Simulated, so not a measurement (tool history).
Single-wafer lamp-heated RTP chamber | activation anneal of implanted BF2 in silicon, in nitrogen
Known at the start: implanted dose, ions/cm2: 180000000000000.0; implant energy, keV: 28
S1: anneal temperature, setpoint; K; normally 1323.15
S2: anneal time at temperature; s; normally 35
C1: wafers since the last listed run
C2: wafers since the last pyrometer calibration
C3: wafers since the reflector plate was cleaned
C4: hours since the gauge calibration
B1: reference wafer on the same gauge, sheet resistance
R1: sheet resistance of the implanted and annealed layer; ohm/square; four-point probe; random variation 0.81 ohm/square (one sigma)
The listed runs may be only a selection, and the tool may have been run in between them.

Run 1, hour 0: usual settings; C1 0; C2 3391; C3 4287; C4 879.8; B1 489.1. Result: R1 537.04 ohm/square.
Run 2, hour 62.3: usual settings; C1 796; C2 4188; C3 5083; C4 942.1; B1 489.07. Result: R1 536.23 ohm/square.
At hour 95.4: reflector plate cleaned.
At hour 96.7: pyrometer window cleaned and pyrometer calibrated.
Run 3, hour 102.4: usual settings; C1 393; C2 73; C3 73; C4 982.2; B1 489.08. Result: R1 536.8 ohm/square.
Run 4, hour 185.3: usual settings but S1 1317.15 K, S2 25 s; C1 1059; C2 1132; C3 1132; C4 1065.1; B1 489.15. Result: R1 543.85 ohm/square.
Run 5, hour 266.1: usual settings but S1 1317.15 K, S2 25 s; C1 1032; C2 2165; C3 2165; C4 1145.9; B1 488.93. Result: R1 541.8 ohm/square.
Run 6, hour 346.8: usual settings; C1 1031; C2 3196; C3 3196; C4 1226.6; B1 489. Result: R1 536.23 ohm/square.
Run 7, hour 446.9: usual settings; C1 1279; C2 4475; C3 4475; C4 1326.7; B1 488.94. Result: R1 535.66 ohm/square.
Run 8, hour 525.4: usual settings; C1 1003; C2 5478; C3 5478; C4 1405.2; B1 488.94. Result: R1 534.8 ohm/square.
At hour 558.8: reflector plate cleaned.
At hour 569.6: pyrometer window cleaned and pyrometer calibrated.
Run 9, hour 632: usual settings; C1 1157; C2 796; C3 833; C4 1511.8; B1 489.08. Result: R1 536.87 ohm/square.
Run 10, hour 714: usual settings; C1 1047; C2 1844; C3 1881; C4 1593.8; B1 489.02. Result: R1 536 ohm/square.
Run 11, hour 795.4: usual settings; C1 1040; C2 2884; C3 2921; C4 1675.2; B1 488.83. Result: R1 534.87 ohm/square.
Run 12, hour 870.3: usual settings but S1 1334.15 K; C1 957; C2 3842; C3 3879; C4 1750.1; B1 489.09. Result: R1 533.13 ohm/square.
Run 13, hour 907.3: usual settings but S1 1334.15 K; C1 472; C2 4314; C3 4351; C4 1787.1; B1 488.99. Result: R1 532.94 ohm/square.
Run 14, hour 949.8: usual settings; C1 543; C2 4858; C3 4894; C4 1829.6; B1 489.05. Result: R1 534.79 ohm/square.
At hour 964.8: pyrometer window cleaned and pyrometer calibrated.
At hour 1025.9: reflector plate cleaned.
Run 15, hour 1026.4: usual settings; C1 774; C2 685; C3 6; C4 1906.2; B1 488.93. Result: R1 537.56 ohm/square.
Run 16, hour 1108.6: usual settings; C1 1050; C2 1735; C3 1057; C4 1988.4; B1 488.98. Result: R1 535.54 ohm/square.
At hour 1180.4: gauge calibrated.
Run 17, hour 1209.5: usual settings but S1 1313.15 K; C1 1289; C2 3024; C3 2346; C4 29.1; B1 488.99. Result: R1 537.49 ohm/square.
Run 18, hour 1287.2: usual settings but S1 1338.15 K; C1 992; C2 4017; C3 3339; C4 106.8; B1 489.01. Result: R1 531.43 ohm/square.
Run 19, hour 1344.8: usual settings but S2 27 s; C1 736; C2 4753; C3 4075; C4 164.4; B1 489.01. Result: R1 538.74 ohm/square.
Run 20, hour 1413.7: usual settings but S1 1351.15 K; C1 880; C2 5634; C3 4956; C4 233.3; B1 489.14. Result: R1 526.28 ohm/square.
At hour 1423.8: pyrometer window cleaned and pyrometer calibrated.
Run 21, hour 1458.4: usual settings but S1 1332.15 K, S2 55 s; C1 468; C2 442; C3 5425; C4 278; B1 488.97. Result: R1 526.97 ohm/square.
At hour 1486.1: reflector plate cleaned.
Run 22, hour 1508.8: usual settings but S1 1306.15 K, S2 29 s; C1 541; C2 984; C3 290; C4 328.4; B1 488.88. Result: R1 541.9 ohm/square.
Run 23, hour 1577.4: usual settings; C1 876; C2 1861; C3 1166; C4 397; B1 488.81. Result: R1 536.68 ohm/square.
Run 24, hour 1624.2: usual settings but S1 1349.15 K, S2 51 s; C1 598; C2 2459; C3 1765; C4 443.8; B1 489.12. Result: R1 519.82 ohm/square.
Run 25, hour 1704.8: usual settings but S1 1295.15 K, S2 27 s; C1 1029; C2 3489; C3 2795; C4 524.4; B1 489.03. Result: R1 544.96 ohm/square.
Run 26, hour 1763: usual settings but S1 1343.15 K, S2 18 s; C1 743; C2 4232; C3 3538; C4 582.6; B1 488.93. Result: R1 539.08 ohm/square.
Run 27, hour 1829.4: usual settings but S1 1351.15 K, S2 49 s; C1 848; C2 5081; C3 4387; C4 649; B1 489.07. Result: R1 519 ohm/square.
At hour 1878.4: pyrometer window cleaned and pyrometer calibrated.
Run 28, hour 1904.9: usual settings but S2 52 s; C1 862; C2 338; C3 5249; C4 724.5; B1 488.93. Result: R1 532.45 ohm/square.
At hour 1918.1: reflector plate cleaned.
Run 29, hour 2001.5: usual settings; C1 1132; C2 1471; C3 1066; C4 821.1; B1 488.95. Result: R1 537.04 ohm/square.
Run 30, hour 2084.7: usual settings but S1 1335.15 K, S2 47 s; C1 1063; C2 2534; C3 2129; C4 904.3; B1 489.02. Result: R1 526.4 ohm/square.

Pick out some run-to-run changes in R1. Of each, how much would a tool without hidden state show as well, from the settings, what came in and chance, and how much is left for the hidden state and any gauge scatter not in both results compared?
What the log doesn't record here: true wafer temperature minus pyrometer reading, K; wafer temperature error from the tarnished reflector plate, K; gauge reads high (%).
Run 2 -> 3: reflector plate cleaned, pyrometer window cleaned and pyrometer calibrated. R1 +0.57 ohm/square: hidden state +3.1, all else -2.53.
Run 20 -> 21: S1 1351.15 -> 1332.15, S2 35 -> 55, pyrometer window cleaned and pyrometer calibrated. R1 +0.69 ohm/square: hidden state +3.27, all else -2.58.
Run 23 -> 24: S1 1323.15 -> 1349.15, S2 35 -> 51. R1 -16.86 ohm/square: hidden state -1.88, all else -14.98.
Run 24 -> 25: S1 1349.15 -> 1295.15, S2 51 -> 27. R1 +25.14 ohm/square: hidden state +2.42, all else +22.72.
Run 26 -> 27: S1 1343.15 -> 1351.15, S2 18 -> 49. R1 -20.08 ohm/square: hidden state -2.5, all else -17.58.
Run 27 -> 28: S1 1351.15 -> 1323.15, S2 49 -> 52, pyrometer window cleaned and pyrometer calibrated. R1 +13.45 ohm/square: hidden state +3.91, all else +9.54.
